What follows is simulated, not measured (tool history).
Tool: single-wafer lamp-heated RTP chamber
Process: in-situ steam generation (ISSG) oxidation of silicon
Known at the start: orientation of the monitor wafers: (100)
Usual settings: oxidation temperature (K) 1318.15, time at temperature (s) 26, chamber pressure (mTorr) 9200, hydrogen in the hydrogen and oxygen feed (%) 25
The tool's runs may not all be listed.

| run | hour | oxidation temperature (K) | time at temperature (s) | chamber pressure (mTorr) | hydrogen in the hydrogen and oxygen feed (%) | wafers since the last listed run | wafers since the last pyrometer calibration | hours since the pressure gauge was zeroed | hours since the hydrogen flow controller was replaced | hours since the gauge calibration | read-back reference wafer on the same gauge, thickness | oxide thickness on the monitor wafer (nm) |
|---|---|---|---|---|---|---|---|---|---|---|---|---|
| 1 | 0.0 | 1333.15 | 26 | 9200 | 25 | 0 | 2105 | 1412.9 | 3164.2 | 962.6 | 8.806 | 9.215 |
| 2 | 91.1 | 1333.15 | 26 | 9200 | 25 | 490 | 2595 | 1504.0 | 3255.3 | 1053.7 | 8.814 | 9.220 |
| 3 | 191.7 | 1333.15 | 26 | 9200 | 25 | 541 | 3137 | 1604.6 | 3355.9 | 1154.3 | 8.809 | 9.158 |
| 4 | 296.1 | 1323.15 | 31 | 9200 | 25 | 562 | 3699 | 1709.0 | 3460.3 | 1258.7 | 8.810 | 9.545 |
| 5 | 362.5 | 1323.15 | 31 | 9200 | 25 | 357 | 4057 | 1775.4 | 3526.7 | 1325.1 | 8.812 | 9.472 |
| 6 | 465.8 | 1318.15 | 32 | 9200 | 25 | 556 | 4613 | 1878.7 | 3630.0 | 1428.4 | 8.812 | 9.429 |
| 7 | 539.6 | 1318.15 | 32 | 9200 | 25 | 397 | 5011 | 1952.5 | 3703.8 | 1502.2 | 8.822 | 9.397 |
| 8 | 639.0 | 1318.15 | 20 | 9200 | 25 | 535 | 5546 | 2051.9 | 3803.2 | 1601.6 | 8.810 | 7.409 |
| 9 | 715.0 | 1318.15 | 20 | 9200 | 25 | 409 | 5955 | 2127.9 | 3879.2 | 1677.6 | 8.809 | 7.397 |
| 10 | 784.5 | 1318.15 | 26 | 8100 | 25 | 374 | 6330 | 2197.4 | 3948.7 | 1747.1 | 8.809 | 8.464 |
|  | 797.0 | pyrometer window cleaned and pyrometer calibrated |
| 11 | 825.2 | 1318.15 | 26 | 9200 | 25 | 176 | 151 | 2238.1 | 3989.4 | 1787.8 | 8.807 | 8.409 |
| 12 | 895.7 | 1318.15 | 26 | 9200 | 25 | 379 | 531 | 2308.6 | 4059.9 | 1858.3 | 8.801 | 8.382 |
| 13 | 975.6 | 1318.15 | 26 | 9200 | 25 | 430 | 961 | 2388.5 | 4139.8 | 1938.2 | 8.807 | 8.443 |
| 14 | 1071.3 | 1318.15 | 26 | 9200 | 25 | 515 | 1477 | 2484.2 | 4235.5 | 2033.9 | 8.807 | 8.438 |
|  | 1083.9 | hydrogen flow controller replaced |
| 15 | 1153.4 | 1300.15 | 17 | 10100 | 25 | 399 | 1876 | 2566.3 | 69.5 | 2116.0 | 8.802 | 6.110 |
| 16 | 1195.4 | 1318.15 | 26 | 9200 | 25 | 226 | 2102 | 2608.3 | 111.5 | 2158.0 | 8.804 | 8.482 |
| 17 | 1250.3 | 1318.15 | 26 | 9200 | 25 | 295 | 2398 | 2663.2 | 166.4 | 2212.9 | 8.815 | 8.461 |
|  | 1260.0 | pressure gauge zeroed |
| 18 | 1352.3 | 1318.15 | 26 | 9200 | 25 | 506 | 2904 | 92.3 | 268.4 | 2314.9 | 8.803 | 8.424 |
| 19 | 1425.7 | 1318.15 | 26 | 9200 | 25 | 395 | 3299 | 165.7 | 341.8 | 2388.3 | 8.809 | 8.424 |
| 20 | 1509.5 | 1308.15 | 34 | 7900 | 32 | 451 | 3750 | 249.5 | 425.6 | 2472.1 | 8.810 | 9.867 |
| 21 | 1581.5 | 1309.15 | 22 | 8600 | 25 | 387 | 4138 | 321.5 | 497.6 | 2544.1 | 8.802 | 7.435 |
| 22 | 1652.9 | 1306.15 | 26 | 9200 | 17 | 384 | 4523 | 392.9 | 569.0 | 2615.5 | 8.817 | 7.243 |
|  | 1673.0 | gauge calibrated |
| 23 | 1732.9 | 1318.15 | 26 | 8000 | 25 | 430 | 4953 | 472.9 | 649.0 | 59.9 | 8.815 | 8.576 |
|  | 1800.5 | pyrometer window cleaned and pyrometer calibrated |
| 24 | 1829.6 | 1318.15 | 26 | 9200 | 25 | 477 | 156 | 569.6 | 745.7 | 156.6 | 8.812 | 8.443 |
| 25 | 1918.7 | 1318.15 | 26 | 9200 | 25 | 479 | 636 | 658.7 | 834.8 | 245.7 | 8.810 | 8.410 |
| 26 | 1987.2 | 1318.15 | 31 | 9200 | 25 | 368 | 1005 | 727.2 | 903.3 | 314.2 | 8.810 | 9.241 |
| 27 | 2230.5 | 1318.15 | 18 | 10000 | 25 | 1310 | 2315 | 970.5 | 1146.6 | 557.5 | 8.804 | 6.925 |
| 28 | 2332.7 | 1329.15 | 22 | 8200 | 16 | 550 | 2865 | 1072.7 | 1248.8 | 659.7 | 8.808 | 7.564 |
| 29 | 2369.8 | 1318.15 | 26 | 9200 | 30 | 199 | 3065 | 1109.8 | 1285.9 | 696.8 | 8.815 | 8.785 |

Forecast each of these 4 alternatives for the next run:
| A | 2370.2 | 1318.15 | 36 | 9200 | 25 | 2 | 3067 | 1110.2 | 1286.3 | 697.2 | ? | ? |
| B | 2370.2 | 1318.15 | 26 | 9200 | 32 | 2 | 3067 | 1110.2 | 1286.3 | 697.2 | ? | ? |
| C | 2370.2 | 1306.15 | 20 | 7800 | 25 | 2 | 3067 | 1110.2 | 1286.3 | 697.2 | ? | ? |
| D | 2370.2 | 1318.15 | 26 | 9600 | 25 | 2 | 3067 | 1110.2 | 1286.3 | 697.2 | ? | ? |

| run | read-back reference wafer on the same gauge, thickness | oxide thickness on the monitor wafer (nm) |
|---|---|---|
| A | 8.812 | 10.113 |
| B | 8.812 | 8.982 |
| C | 8.812 | 7.054 |
| D | 8.812 | 8.430 |
Without the tool's hidden state the same runs would have given:
| run | oxide thickness on the monitor wafer (nm) |
|---|---|
| A | 10.113 |
| B | 8.982 |
| C | 7.054 |
| D | 8.430 |

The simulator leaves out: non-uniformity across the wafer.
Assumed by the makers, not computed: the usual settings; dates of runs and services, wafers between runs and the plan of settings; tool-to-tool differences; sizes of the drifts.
